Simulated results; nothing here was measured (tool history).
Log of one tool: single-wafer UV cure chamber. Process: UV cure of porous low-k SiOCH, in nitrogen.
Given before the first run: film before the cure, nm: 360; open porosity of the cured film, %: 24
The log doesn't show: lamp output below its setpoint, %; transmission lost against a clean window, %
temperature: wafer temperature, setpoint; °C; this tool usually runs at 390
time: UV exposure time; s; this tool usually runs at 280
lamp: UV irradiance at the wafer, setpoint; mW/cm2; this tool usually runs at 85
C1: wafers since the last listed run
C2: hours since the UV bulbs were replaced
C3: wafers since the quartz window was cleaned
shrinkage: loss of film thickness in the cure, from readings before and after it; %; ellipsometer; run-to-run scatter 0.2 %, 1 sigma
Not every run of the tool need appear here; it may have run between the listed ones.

run 1 hour=0.0 | temperature=374 time=350 lamp=85 | C1=0 C2=1027.5 C3=1698 | shrinkage=11.944
run 2 hour=68.3 | temperature=374 time=350 lamp=85 | C1=414 C2=1095.8 C3=2113 | shrinkage=11.976
run 3 hour=95.5 | temperature=374 time=350 lamp=85 | C1=165 C2=1123.0 C3=2278 | shrinkage=11.503
run 4 hour=137.7 | temperature=390 time=280 lamp=85 | C1=256 C2=1165.2 C3=2535 | shrinkage=11.166
run 5 hour=191.8 | temperature=390 time=280 lamp=85 | C1=328 C2=1219.3 C3=2863 | shrinkage=10.594
run 6 hour=236.6 | temperature=390 time=280 lamp=85 | C1=272 C2=1264.1 C3=3136 | shrinkage=11.111
run 7 hour=303.2 | temperature=390 time=280 lamp=85 | C1=404 C2=1330.7 C3=3540 | shrinkage=10.546
run 8 hour=363.5 | temperature=390 time=280 lamp=85 | C1=366 C2=1391.0 C3=3907 | shrinkage=10.454
run 9 hour=390.4 | temperature=390 time=280 lamp=101 | C1=163 C2=1417.9 C3=4070 | shrinkage=11.747
run 10 hour=415.3 | temperature=390 time=280 lamp=101 | C1=151 C2=1442.8 C3=4221 | shrinkage=11.865
run 11 hour=455.3 | temperature=390 time=280 lamp=101 | C1=243 C2=1482.8 C3=4464 | shrinkage=11.834
run 12 hour=522.8 | temperature=403 time=280 lamp=85 | C1=410 C2=1550.3 C3=4874 | shrinkage=10.706
-- hour=592.1 quartz window cleaned
run 13 hour=692.0 | temperature=403 time=280 lamp=85 | C1=979 C2=1719.5 C3=606 | shrinkage=10.710
run 14 hour=721.0 | temperature=390 time=280 lamp=85 | C1=176 C2=1748.5 C3=783 | shrinkage=10.680
run 15 hour=764.6 | temperature=390 time=280 lamp=52 | C1=264 C2=1792.1 C3=1048 | shrinkage=8.154
run 16 hour=827.4 | temperature=390 time=280 lamp=85 | C1=381 C2=1854.9 C3=1429 | shrinkage=10.345
run 17 hour=893.8 | temperature=395 time=280 lamp=85 | C1=403 C2=1921.3 C3=1833 | shrinkage=10.648
-- hour=941.6 UV bulbs replaced
run 18 hour=942.1 | temperature=390 time=280 lamp=85 | C1=244 C2=0.5 C3=2077 | shrinkage=12.456
run 19 hour=966.8 | temperature=402 time=280 lamp=96 | C1=150 C2=25.2 C3=2227 | shrinkage=12.821
run 20 hour=1023.8 | temperature=372 time=170 lamp=73 | C1=346 C2=82.2 C3=2574 | shrinkage=8.764
run 21 hour=1086.7 | temperature=390 time=140 lamp=102 | C1=382 C2=145.1 C3=2956 | shrinkage=9.605
run 22 hour=1113.0 | temperature=390 time=280 lamp=85 | C1=159 C2=171.4 C3=3116 | shrinkage=12.237
run 23 hour=1184.3 | temperature=390 time=280 lamp=63 | C1=433 C2=242.7 C3=3549 | shrinkage=10.706
run 24 hour=1230.4 | temperature=390 time=135 lamp=85 | C1=280 C2=288.8 C3=3829 | shrinkage=8.540
run 25 hour=1257.4 | temperature=379 time=280 lamp=99 | C1=164 C2=315.8 C3=3993 | shrinkage=12.512
-- hour=1306.7 quartz window cleaned
run 26 hour=1317.9 | temperature=395 time=165 lamp=85 | C1=318 C2=376.3 C3=68 | shrinkage=9.331
run 27 hour=1350.5 | temperature=409 time=360 lamp=67 | C1=198 C2=408.9 C3=266 | shrinkage=12.325
run 28 hour=1402.2 | temperature=390 time=280 lamp=45 | C1=314 C2=460.6 C3=580 | shrinkage=8.723
run 29 hour=1459.6 | temperature=410 time=160 lamp=85 | C1=348 C2=518.0 C3=929 | shrinkage=9.405

Hidden condition of the tool, last listed run before each entry between runs versus first listed run after:
From run 12 to run 13: quartz window cleaned (hour 592.1)
  lamp output below its setpoint, %: 30.4 -> 33.4
  measured result minus the result with no hidden state, shrinkage: -1.663 -> -1.896 %
From run 17 to run 18: UV bulbs replaced (hour 941.6)
  lamp output below its setpoint, %: 37 -> 4.12
  measured result minus the result with no hidden state, shrinkage: -2.210 -> -0.204 %
From run 25 to run 26: quartz window cleaned (hour 1306.7)
  lamp output below its setpoint, %: 9.72 -> 10.8
  measured result minus the result with no hidden state, shrinkage: -0.493 -> -0.503 %
